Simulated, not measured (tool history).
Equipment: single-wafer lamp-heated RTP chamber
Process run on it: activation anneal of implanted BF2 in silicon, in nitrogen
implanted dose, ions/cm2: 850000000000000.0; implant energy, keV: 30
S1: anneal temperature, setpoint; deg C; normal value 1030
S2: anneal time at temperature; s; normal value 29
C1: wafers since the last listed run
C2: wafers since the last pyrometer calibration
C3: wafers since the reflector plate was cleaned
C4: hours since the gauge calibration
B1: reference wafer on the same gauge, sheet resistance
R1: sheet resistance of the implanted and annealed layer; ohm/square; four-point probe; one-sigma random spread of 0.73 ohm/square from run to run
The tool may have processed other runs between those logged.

run 1 hour=0.0 | S1=1030 S2=29 | C1=0 C2=3169 C3=7012 C4=257.7 | B1=166.08 | R1=162.28
run 2 hour=9.8 | S1=1030 S2=29 | C1=121 C2=3291 C3=7134 C4=267.5 | B1=166.01 | R1=163.89
run 3 hour=18.1 | S1=1030 S2=29 | C1=102 C2=3394 C3=7237 C4=275.8 | B1=165.80 | R1=163.77
run 4 hour=25.8 | S1=1030 S2=29 | C1=95 C2=3489 C3=7332 C4=283.5 | B1=165.94 | R1=162.83
run 5 hour=34.9 | S1=1037 S2=29 | C1=112 C2=3602 C3=7445 C4=292.6 | B1=165.93 | R1=160.30
run 6 hour=67.4 | S1=1037 S2=29 | C1=403 C2=4005 C3=7848 C4=325.1 | B1=166.13 | R1=160.56
run 7 hour=83.3 | S1=1030 S2=17 | C1=197 C2=4203 C3=8045 C4=341.0 | B1=165.88 | R1=167.49
run 8 hour=111.3 | S1=1030 S2=17 | C1=347 C2=4550 C3=8393 C4=369.0 | B1=165.98 | R1=167.65
run 9 hour=117.9 | S1=1030 S2=25 | C1=81 C2=4632 C3=8475 C4=375.6 | B1=166.21 | R1=164.01
run 10 hour=129.9 | S1=1030 S2=25 | C1=148 C2=4781 C3=8623 C4=387.6 | B1=166.05 | R1=162.81
run 11 hour=142.8 | S1=1030 S2=25 | C1=160 C2=4941 C3=8783 C4=400.5 | B1=165.91 | R1=162.51
run 12 hour=153.7 | S1=1030 S2=23 | C1=135 C2=5076 C3=8919 C4=411.4 | B1=166.01 | R1=164.40
-- hour=168.2 reflector plate cleaned
run 13 hour=168.7 | S1=1030 S2=23 | C1=86 C2=5163 C3=5 C4=426.4 | B1=165.95 | R1=164.03
run 14 hour=176.7 | S1=1030 S2=29 | C1=99 C2=5262 C3=105 C4=434.4 | B1=166.05 | R1=160.19
run 15 hour=186.4 | S1=1030 S2=29 | C1=120 C2=5382 C3=225 C4=444.1 | B1=166.03 | R1=161.78
-- hour=199.0 pyrometer window cleaned and pyrometer calibrated
-- hour=199.6 gauge calibrated
run 16 hour=200.7 | S1=1059 S2=37 | C1=78 C2=21 C3=303 C4=1.1 | B1=165.94 | R1=153.39
run 17 hour=214.6 | S1=1016 S2=36 | C1=172 C2=193 C3=475 C4=15.0 | B1=165.95 | R1=167.20
run 18 hour=232.2 | S1=1030 S2=15 | C1=218 C2=411 C3=694 C4=32.6 | B1=166.00 | R1=168.94
run 19 hour=241.0 | S1=1030 S2=29 | C1=109 C2=521 C3=803 C4=41.4 | B1=165.98 | R1=163.49
run 20 hour=250.0 | S1=1030 S2=29 | C1=111 C2=632 C3=915 C4=50.4 | B1=166.07 | R1=162.98
run 21 hour=263.9 | S1=1044 S2=39 | C1=172 C2=805 C3=1087 C4=64.3 | B1=166.00 | R1=156.18
run 22 hour=276.4 | S1=1046 S2=29 | C1=155 C2=960 C3=1242 C4=76.8 | B1=165.94 | R1=158.34
run 23 hour=287.1 | S1=1057 S2=45 | C1=132 C2=1092 C3=1375 C4=87.5 | B1=165.99 | R1=152.34
run 24 hour=300.6 | S1=1049 S2=35 | C1=167 C2=1260 C3=1542 C4=101.0 | B1=166.08 | R1=155.65
run 25 hour=321.8 | S1=1005 S2=16 | C1=262 C2=1523 C3=1805 C4=122.2 | B1=165.77 | R1=182.30
run 26 hour=331.6 | S1=1007 S2=20 | C1=121 C2=1644 C3=1927 C4=132.0 | B1=166.12 | R1=177.65
run 27 hour=344.3 | S1=1007 S2=45 | C1=157 C2=1802 C3=2084 C4=144.7 | B1=166.02 | R1=168.08
run 28 hour=362.2 | S1=1030 S2=36 | C1=222 C2=2024 C3=2306 C4=162.6 | B1=166.03 | R1=161.36
run 29 hour=375.7 | S1=1030 S2=29 | C1=167 C2=2191 C3=2474 C4=176.1 | B1=165.86 | R1=164.85
run 30 hour=386.4 | S1=1048 S2=22 | C1=132 C2=2324 C3=2606 C4=186.8 | B1=166.16 | R1=161.05
run 31 hour=404.1 | S1=1010 S2=12 | C1=219 C2=2544 C3=2826 C4=204.5 | B1=165.94 | R1=180.82
run 32 hour=420.5 | S1=1030 S2=29 | C1=203 C2=2747 C3=3029 C4=220.9 | B1=166.08 | R1=163.05
run 33 hour=432.3 | S1=1020 S2=40 | C1=146 C2=2893 C3=3176 C4=232.7 | B1=166.13 | R1=162.37
run 34 hour=464.0 | S1=1011 S2=34 | C1=393 C2=3286 C3=3569 C4=264.4 | B1=166.03 | R1=169.89
run 35 hour=474.4 | S1=1049 S2=29 | C1=128 C2=3415 C3=3698 C4=274.8 | B1=166.16 | R1=156.25
run 36 hour=488.8 | S1=1030 S2=29 | C1=178 C2=3594 C3=3876 C4=289.2 | B1=165.98 | R1=161.62

Entry by entry between the runs, the difference in hidden state between the last listed run before and the first listed run after:
Between runs 12 and 13: reflector plate cleaned (hour 168.2)
  true wafer temperature minus pyrometer reading, K: 9 -> 9.54
  measured minus no-state result, R1: -3.23 -> -3.40 ohm/square
Between runs 15 and 16: pyrometer window cleaned and pyrometer calibrated (hour 199.0); gauge calibrated (hour 199.6)
  true wafer temperature minus pyrometer reading, K: 10.2 -> 2.91
  measured minus no-state result, R1: -3.64 -> -0.53 ohm/square

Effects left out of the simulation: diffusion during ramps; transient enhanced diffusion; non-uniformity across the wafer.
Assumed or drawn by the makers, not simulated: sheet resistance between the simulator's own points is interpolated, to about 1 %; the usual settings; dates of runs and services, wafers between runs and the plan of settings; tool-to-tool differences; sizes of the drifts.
